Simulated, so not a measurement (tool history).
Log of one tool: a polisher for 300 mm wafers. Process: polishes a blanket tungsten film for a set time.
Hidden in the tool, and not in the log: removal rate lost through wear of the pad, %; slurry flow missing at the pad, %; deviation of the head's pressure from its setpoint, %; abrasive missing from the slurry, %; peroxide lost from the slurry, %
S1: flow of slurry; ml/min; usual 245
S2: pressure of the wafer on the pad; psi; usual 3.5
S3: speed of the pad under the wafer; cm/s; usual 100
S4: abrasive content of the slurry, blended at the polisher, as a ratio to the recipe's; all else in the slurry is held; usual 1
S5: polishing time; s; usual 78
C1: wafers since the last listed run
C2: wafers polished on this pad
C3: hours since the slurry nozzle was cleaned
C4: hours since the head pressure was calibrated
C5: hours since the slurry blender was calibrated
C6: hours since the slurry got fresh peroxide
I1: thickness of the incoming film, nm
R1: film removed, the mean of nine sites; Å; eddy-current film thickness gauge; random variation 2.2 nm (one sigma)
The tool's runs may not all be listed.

Run 1, day 0: usual settings; C1 0; C2 2874; C3 86.4; C4 109.4; C5 124.9; C6 275.1; I1 1124.8. Result: R1 3139 Å.
At day 1.825: worn pad replaced by a new one.
Run 2, day 4.354: usual settings but S2 3.1 psi; C1 835; C2 504; C3 190.9; C4 213.9; C5 229.4; C6 379.6; I1 1155.6. Result: R1 2768 Å.
At day 6.138: slurry tank refilled with fresh slurry and peroxide.
Run 3, day 7.442: usual settings but S2 3.1 psi; C1 607; C2 1112; C3 265; C4 288; C5 303.5; C6 31.3; I1 1151.2. Result: R1 2801 Å.
Run 4, day 10.554: usual settings but S2 3.1 psi; C1 621; C2 1733; C3 339.7; C4 362.7; C5 378.2; C6 106; I1 1144. Result: R1 2902 Å.
At day 12.7: slurry blender recalibrated.
Run 5, day 14.383: usual settings; C1 747; C2 2481; C3 431.6; C4 454.6; C5 40.4; C6 197.9; I1 1155.1. Result: R1 3313 Å.
At day 15.762: head pressure recalibrated.
Run 6, day 16.808: usual settings; C1 467; C2 2948; C3 489.8; C4 25.1; C5 98.6; C6 256.1; I1 1132.1. Result: R1 3144 Å.
At day 17.412: worn pad replaced by a new one.
Run 7, day 19.988: usual settings; C1 601; C2 513; C3 566.1; C4 101.4; C5 174.9; C6 332.4; I1 1132. Result: R1 3152 Å.
At day 21.675: slurry nozzle cleaned.
At day 22.238: slurry tank refilled with fresh slurry and peroxide.
Run 8, day 23.683: usual settings; C1 721; C2 1234; C3 48.2; C4 190.1; C5 263.6; C6 34.7; I1 1137.6. Result: R1 3274 Å.
Run 9, day 25.821: usual settings; C1 426; C2 1661; C3 99.5; C4 241.4; C5 314.9; C6 86; I1 1124.3. Result: R1 3297 Å.
Run 10, day 29.975: usual settings; C1 829; C2 2490; C3 199.2; C4 341.1; C5 414.6; C6 185.7; I1 1145.5. Result: R1 3343 Å.
At day 31.842: slurry blender recalibrated.
At day 32.279: head pressure recalibrated.
Run 11, day 33.925: usual settings but S5 97 s; C1 755; C2 3245; C3 294; C4 39.5; C5 50; C6 280.5; I1 1155.2. Result: R1 3938 Å.
At day 36.058: worn pad replaced by a new one.
Run 12, day 36.629: usual settings but S5 97 s; C1 506; C2 113; C3 358.9; C4 104.4; C5 114.9; C6 345.4; I1 1139.9. Result: R1 3955 Å.
Run 13, day 38.45: usual settings but S5 97 s; C1 363; C2 477; C3 402.6; C4 148.1; C5 158.6; C6 389.1; I1 1153.6. Result: R1 3925 Å.
Run 14, day 40.008: usual settings; C1 311; C2 788; C3 440; C4 185.5; C5 196; C6 426.5; I1 1144.5. Result: R1 3187 Å.
At day 40.588: slurry tank refilled with fresh slurry and peroxide.
Run 15, day 41.804: usual settings but S1 190 ml/min, S2 4.2 psi; C1 350; C2 1138; C3 483.1; C4 228.6; C5 239.1; C6 29.2; I1 1137.5. Result: R1 3650 Å.
Run 16, day 45.425: usual settings but S1 165 ml/min, S2 2.3 psi, S3 132 cm/s, S4 1.2; C1 722; C2 1861; C3 570; C4 315.5; C5 326; C6 116.1; I1 1118.7. Result: R1 2774 Å.
Run 17, day 46.958: usual settings but S1 175 ml/min, S3 130 cm/s, S5 90 s; C1 306; C2 2167; C3 606.8; C4 352.3; C5 362.8; C6 152.9; I1 1143.2. Result: R1 4550 Å.
At day 48.762: head pressure recalibrated.
Run 18, day 50.417: usual settings but S1 285 ml/min, S3 84 cm/s, S4 0.8, S5 69 s; C1 673; C2 2840; C3 689.8; C4 39.7; C5 445.8; C6 235.9; I1 1131.1. Result: R1 2185 Å.
At day 50.621: worn pad replaced by a new one.
At day 52.783: slurry nozzle cleaned.
At day 53.083: slurry blender recalibrated.
Run 19, day 53.542: usual settings but S2 4.7 psi, S5 98 s; C1 565; C2 557; C3 18.2; C4 114.7; C5 11; C6 310.9; I1 1143.2. Result: R1 5447 Å.
Run 20, day 57.358: usual settings; C1 761; C2 1319; C3 109.8; C4 206.3; C5 102.6; C6 402.5; I1 1159.8. Result: R1 3225 Å.
At day 57.517: slurry tank refilled with fresh slurry and peroxide.
At day 65.167: head pressure recalibrated.
At day 67.512: worn pad replaced by a new one.
Run 21, day 70.246: usual settings but S2 4.1 psi, S4 1.15; C1 2514; C2 545; C3 419.1; C4 121.9; C5 411.9; C6 305.5; I1 1162.4. Result: R1 3874 Å.
Run 22, day 74.008: usual settings; C1 750; C2 1296; C3 509.4; C4 212.2; C5 502.2; C6 395.8; I1 1133.8. Result: R1 3139 Å.
At day 74.154: slurry tank refilled with fresh slurry and peroxide.
At day 75.375: slurry blender recalibrated.
Run 23, day 75.575: usual settings but S1 180 ml/min, S2 3.9 psi, S4 1.1; C1 287; C2 1584; C3 547; C4 249.8; C5 4.8; C6 34.1; I1 1113.8. Result: R1 3448 Å.
Run 24, day 78.783: usual settings; C1 640; C2 2224; C3 624; C4 326.8; C5 81.8; C6 111.1; I1 1143.8. Result: R1 3226 Å.
At day 81.621: slurry nozzle cleaned.
At day 81.85: head pressure recalibrated.
Run 25, day 83.092: usual settings but S1 315 ml/min, S3 112 cm/s; C1 834; C2 3059; C3 35.3; C4 29.8; C5 185.2; C6 214.5; I1 1151.4. Result: R1 3743 Å.

Forecast each of these 5 alternatives for the next run:
Run A, day 83.108: usual settings; C1 3; C2 3062; C3 35.7; C4 30.2; C5 185.6; C6 214.9; I1 1133.6. Result: R1 ?.
Run B, day 83.108: usual settings but S4 0.85; C1 3; C2 3062; C3 35.7; C4 30.2; C5 185.6; C6 214.9; I1 1133.6. Result: R1 ?.
Run C, day 83.108: usual settings but S3 130 cm/s, S5 54 s; C1 3; C2 3062; C3 35.7; C4 30.2; C5 185.6; C6 214.9; I1 1133.6. Result: R1 ?.
Run D, day 83.108: usual settings but S1 325 ml/min, S2 4.5 psi; C1 3; C2 3062; C3 35.7; C4 30.2; C5 185.6; C6 214.9; I1 1133.6. Result: R1 ?.
Run E, day 83.108: usual settings but S1 225 ml/min, S3 88 cm/s, S4 1.2; C1 3; C2 3062; C3 35.7; C4 30.2; C5 185.6; C6 214.9; I1 1133.6. Result: R1 ?.

run    R1
  A  3245
  B  3087
  C  2921
  D  4289
  E  2983
Without the tool's hidden state the same runs would have given:
run    R1
  A  3229
  B  3072
  C  2906
  D  4266
  E  2969
